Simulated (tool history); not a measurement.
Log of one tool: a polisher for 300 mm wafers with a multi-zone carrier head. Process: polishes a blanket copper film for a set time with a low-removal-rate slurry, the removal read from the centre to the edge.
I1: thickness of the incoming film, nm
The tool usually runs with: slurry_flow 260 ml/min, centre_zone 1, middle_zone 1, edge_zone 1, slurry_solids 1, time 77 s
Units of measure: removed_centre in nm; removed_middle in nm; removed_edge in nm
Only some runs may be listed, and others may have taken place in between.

Run 1, hour 0: usual settings; I1 613.8. Result: removed_centre 183.7 nm, removed_middle 187.6 nm, removed_edge 187.1 nm.
Run 2, hour 75.4: usual settings; I1 612.9. Result: removed_centre 181.9 nm, removed_middle 186.6 nm, removed_edge 186.3 nm.
Run 3, hour 149.5: usual settings; I1 609.5. Result: removed_centre 187.7 nm, removed_middle 183.4 nm, removed_edge 187.6 nm.
Run 4, hour 227.5: usual settings; I1 610.9. Result: removed_centre 186 nm, removed_middle 182.1 nm, removed_edge 187.1 nm.
At hour 237.2: worn pad replaced by a new one.
Run 5, hour 332.7: usual settings; I1 608.7. Result: removed_centre 187.2 nm, removed_middle 184.8 nm, removed_edge 185.5 nm.
Run 6, hour 378.9: usual settings; I1 610.1. Result: removed_centre 202.6 nm, removed_middle 188.4 nm, removed_edge 186.7 nm.
Run 7, hour 435.7: usual settings; I1 604.8. Result: removed_centre 196.9 nm, removed_middle 183.5 nm, removed_edge 183 nm.
At hour 460.6: carrier head's membrane replaced by a new one.
At hour 481.5: worn pad replaced by a new one.
At hour 487.4: centre zone pressure recalibrated.
At hour 512: slurry nozzle cleaned.
Run 8, hour 578.7: usual settings; I1 601.8. Result: removed_centre 182.6 nm, removed_middle 184.3 nm, removed_edge 186.2 nm.
Run 9, hour 628.8: usual settings but centre_zone 1.12, slurry_solids 1.25, time 56 s; I1 607. Result: removed_centre 150.5 nm, removed_middle 139.1 nm, removed_edge 140.2 nm.
At hour 694.9: edge zone pressure recalibrated.
Run 10, hour 725.1: usual settings but slurry_flow 315 ml/min, centre_zone 0.9, middle_zone 0.88, edge_zone 0.91; I1 616.8. Result: removed_centre 162.1 nm, removed_middle 171.1 nm, removed_edge 181.5 nm.
At hour 747.3: worn pad replaced by a new one.
Run 11, hour 791.2: usual settings but slurry_flow 235 ml/min, middle_zone 1.05, edge_zone 0.95; I1 606.8. Result: removed_centre 187.8 nm, removed_middle 192.8 nm, removed_edge 179.7 nm.
Run 12, hour 890.3: usual settings but middle_zone 0.95, time 66 s; I1 610.8. Result: removed_centre 158.6 nm, removed_middle 152.9 nm, removed_edge 159 nm.
Run 13, hour 951.5: usual settings but slurry_flow 335 ml/min, centre_zone 1.06, slurry_solids 1.2, time 60 s; I1 617.6. Result: removed_centre 169.1 nm, removed_middle 151.8 nm, removed_edge 153.1 nm.
At hour 989.2: worn pad replaced by a new one.
Run 14, hour 1014.4: usual settings but slurry_flow 190 ml/min, edge_zone 1.09; I1 601.8. Result: removed_centre 189 nm, removed_middle 178.9 nm, removed_edge 189 nm.
At hour 1073.3: centre zone pressure recalibrated.
Run 15, hour 1081.8: usual settings but middle_zone 0.95, time 66 s; I1 617.1. Result: removed_centre 156.3 nm, removed_middle 154.5 nm, removed_edge 158.5 nm.
At hour 1112.2: carrier head's membrane replaced by a new one.
Run 16, hour 1148.6: usual settings but centre_zone 0.95, edge_zone 1.07; I1 603.6. Result: removed_centre 177.3 nm, removed_middle 185 nm, removed_edge 193.5 nm.
Run 17, hour 1203.6: usual settings but centre_zone 0.9, edge_zone 1.12; I1 602.2. Result: removed_centre 165.4 nm, removed_middle 186 nm, removed_edge 194.7 nm.

3 ways to go on from here, each from the tool as it stands after run 17. What would each give?
Run A, hour 1204.1: usual settings but slurry_flow 310 ml/min; I1 613.8. Result: removed_centre ?, removed_middle ?, removed_edge ?.
Run B, hour 1204.1: usual settings but middle_zone 1.09, edge_zone 1.05, time 65 s; I1 613.8. Result: removed_centre ?, removed_middle ?, removed_edge ?.
Run C, hour 1204.1: usual settings but middle_zone 0.92; I1 613.8. Result: removed_centre ?, removed_middle ?, removed_edge ?.

run  removed_centre  removed_middle  removed_edge
  A           194.5           187.7         184.2
  B             162           166.8         156.8
  C           191.7           174.5         182.6
The same runs, with their run-to-run variation unchanged, on a tool lacking any hidden condition would have given:
run  removed_centre  removed_middle  removed_edge
  A           191.2           187.7         184.2
  B           159.3           166.8         156.8
  C           188.5           174.6         182.6
